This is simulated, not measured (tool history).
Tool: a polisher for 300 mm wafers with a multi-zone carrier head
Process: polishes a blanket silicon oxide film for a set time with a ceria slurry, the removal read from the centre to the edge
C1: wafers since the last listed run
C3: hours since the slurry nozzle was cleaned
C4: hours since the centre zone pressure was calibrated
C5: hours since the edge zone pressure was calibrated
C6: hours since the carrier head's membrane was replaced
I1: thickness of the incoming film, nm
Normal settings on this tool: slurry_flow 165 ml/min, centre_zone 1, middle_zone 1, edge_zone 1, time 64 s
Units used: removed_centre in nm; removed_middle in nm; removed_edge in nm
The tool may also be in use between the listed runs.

Run 1, hour 0: usual settings but edge_zone 0.94; C1 0; wafers polished on this pad 2133; C3 637.3; C4 547.9; C5 156.3; C6 1024.5; I1 797.7. Result: removed_centre 255.6 nm, removed_middle 256.1 nm, removed_edge 252.8 nm.
Run 2, hour 49.1: usual settings but edge_zone 0.94; C1 627; wafers polished on this pad 2760; C3 686.4; C4 597; C5 205.4; C6 1073.6; I1 810.4. Result: removed_centre 258.4 nm, removed_middle 248.9 nm, removed_edge 248.8 nm.
Run 3, hour 117.1: usual settings but slurry_flow 195 ml/min, edge_zone 1.07; C1 868; wafers polished on this pad 3629; C3 754.4; C4 665; C5 273.4; C6 1141.6; I1 813.5. Result: removed_centre 262.8 nm, removed_middle 263.8 nm, removed_edge 268.4 nm.
At hour 137.8: worn pad replaced by a new one, of another model than before.
Run 4, hour 174.7: usual settings but slurry_flow 195 ml/min, edge_zone 1.07; C1 684; wafers polished on this pad 470; C3 812; C4 722.6; C5 331; C6 1199.2; I1 810.9. Result: removed_centre 267.2 nm, removed_middle 261.3 nm, removed_edge 272.9 nm.
Run 5, hour 223.7: usual settings; C1 625; wafers polished on this pad 1096; C3 861; C4 771.6; C5 380; C6 1248.2; I1 800.4. Result: removed_centre 259.6 nm, removed_middle 257.3 nm, removed_edge 263.6 nm.
At hour 250.1: carrier head's membrane replaced by a new one.
At hour 263.1: slurry nozzle cleaned.
Run 6, hour 269: usual settings; C1 501; wafers polished on this pad 1598; C3 5.9; C4 816.9; C5 425.3; C6 18.9; I1 793.6. Result: removed_centre 270.6 nm, removed_middle 265.6 nm, removed_edge 270.8 nm.
Run 7, hour 302.2: usual settings but centre_zone 0.91; C1 423; wafers polished on this pad 2022; C3 39.1; C4 850.1; C5 458.5; C6 52.1; I1 804.2. Result: removed_centre 248.5 nm, removed_middle 266.2 nm, removed_edge 267.7 nm.
Run 8, hour 368.2: usual settings; C1 842; wafers polished on this pad 2865; C3 105.1; C4 916.1; C5 524.5; C6 118.1; I1 805.2. Result: removed_centre 272.4 nm, removed_middle 269.9 nm, removed_edge 268.9 nm.
At hour 408.4: worn pad replaced by a new one.
Run 9, hour 428.6: usual settings but centre_zone 0.97, middle_zone 1.09; C1 720; wafers polished on this pad 257; C3 165.5; C4 976.5; C5 584.9; C6 178.5; I1 805.3. Result: removed_centre 264.8 nm, removed_middle 293 nm, removed_edge 268.7 nm.
Run 10, hour 456.4: usual settings but centre_zone 1.09, edge_zone 1.08; C1 355; wafers polished on this pad 612; C3 193.3; C4 1004.3; C5 612.7; C6 206.3; I1 799.2. Result: removed_centre 295.1 nm, removed_middle 262.7 nm, removed_edge 276.3 nm.
Run 11, hour 484.4: usual settings but time 44 s; C1 357; wafers polished on this pad 970; C3 221.3; C4 1032.3; C5 640.7; C6 234.3; I1 803.6. Result: removed_centre 184.1 nm, removed_middle 180 nm, removed_edge 184.2 nm.
Run 12, hour 528.3: usual settings but edge_zone 1.08, time 82 s; C1 560; wafers polished on this pad 1530; C3 265.2; C4 1076.2; C5 684.6; C6 278.2; I1 822.2. Result: removed_centre 347.7 nm, removed_middle 340.6 nm, removed_edge 351.6 nm.
Run 13, hour 577: usual settings but centre_zone 1.05, middle_zone 0.91; C1 621; wafers polished on this pad 2152; C3 313.9; C4 1124.9; C5 733.3; C6 326.9; I1 807.2. Result: removed_centre 284 nm, removed_middle 241.9 nm, removed_edge 266.6 nm.
At hour 617.9: centre zone pressure recalibrated.
Run 14, hour 641.1: usual settings but centre_zone 1.04, middle_zone 1.1, edge_zone 0.9, time 74 s; C1 793; wafers polished on this pad 2945; C3 378; C4 23.2; C5 797.4; C6 391; I1 824.4. Result: removed_centre 317.9 nm, removed_middle 325.6 nm, removed_edge 297.2 nm.
At hour 655.4: edge zone pressure recalibrated.
At hour 673: worn pad replaced by a new one.
Run 15, hour 709.3: usual settings but centre_zone 0.9, middle_zone 1.08; C1 794; wafers polished on this pad 463; C3 446.2; C4 91.4; C5 53.9; C6 459.2; I1 805.5. Result: removed_centre 238.7 nm, removed_middle 273.1 nm, removed_edge 264.9 nm.
Run 16, hour 771.9: usual settings; C1 799; wafers polished on this pad 1263; C3 508.8; C4 154; C5 116.5; C6 521.8; I1 806.8. Result: removed_centre 266.3 nm, removed_middle 258.4 nm, removed_edge 263.8 nm.
Run 17, hour 825.1: usual settings but middle_zone 1.05; C1 679; wafers polished on this pad 1942; C3 562; C4 207.2; C5 169.7; C6 575; I1 796.7. Result: removed_centre 263.5 nm, removed_middle 275.1 nm, removed_edge 266.6 nm.
Run 18, hour 864.1: usual settings but slurry_flow 180 ml/min, time 58 s; C1 498; wafers polished on this pad 2440; C3 601; C4 246.2; C5 208.7; C6 614; I1 805.5. Result: removed_centre 242.4 nm, removed_middle 238.1 nm, removed_edge 238.8 nm.
Run 19, hour 907.7: usual settings; C1 556; wafers polished on this pad 2997; C3 644.6; C4 289.8; C5 252.3; C6 657.6; I1 814. Result: removed_centre 263.7 nm, removed_middle 250.7 nm, removed_edge 260.9 nm.
At hour 940.9: worn pad replaced by a new one.
Run 20, hour 947.7: usual settings; C1 459; wafers polished on this pad 86; C3 684.6; C4 329.8; C5 292.3; C6 697.6; I1 808.8. Result: removed_centre 264 nm, removed_middle 257.1 nm, removed_edge 261.1 nm.
Run 21, hour 975.3: usual settings; C1 352; wafers polished on this pad 438; C3 712.2; C4 357.4; C5 319.9; C6 725.2; I1 812.9. Result: removed_centre 259.5 nm, removed_middle 256.4 nm, removed_edge 264.2 nm.
At hour 978.1: slurry nozzle cleaned.
Run 22, hour 1046.8: usual settings but middle_zone 1.04, edge_zone 1.07, time 46 s; C1 900; wafers polished on this pad 1339; C3 68.7; C4 428.9; C5 391.4; C6 796.7; I1 801.6. Result: removed_centre 197.1 nm, removed_middle 197.4 nm, removed_edge 200.8 nm.

List, for all runs, the conditions of the tool that the log does not record:
removal rate lost through wear of the pad, %: 0 in every run
deviation of the centre zone's pressure from its setpoint, %: 0 in every run
deviation of the edge zone's pressure from its setpoint, %: 0 in every run
H1: slurry flow missing at the pad, %
run    H1
  1  29.5
  2  31.7
  3  34.8
  4  37.4
  5  39.6
  6  6.41
  7  7.91
  8  10.9
  9  13.6
 10  14.9
 11  16.1
 12  18.1
 13  20.3
 14  23.2
 15  26.3
 16  29.1
 17  31.5
 18  33.3
 19  35.2
 20    37
 21  38.3
 22  7.56
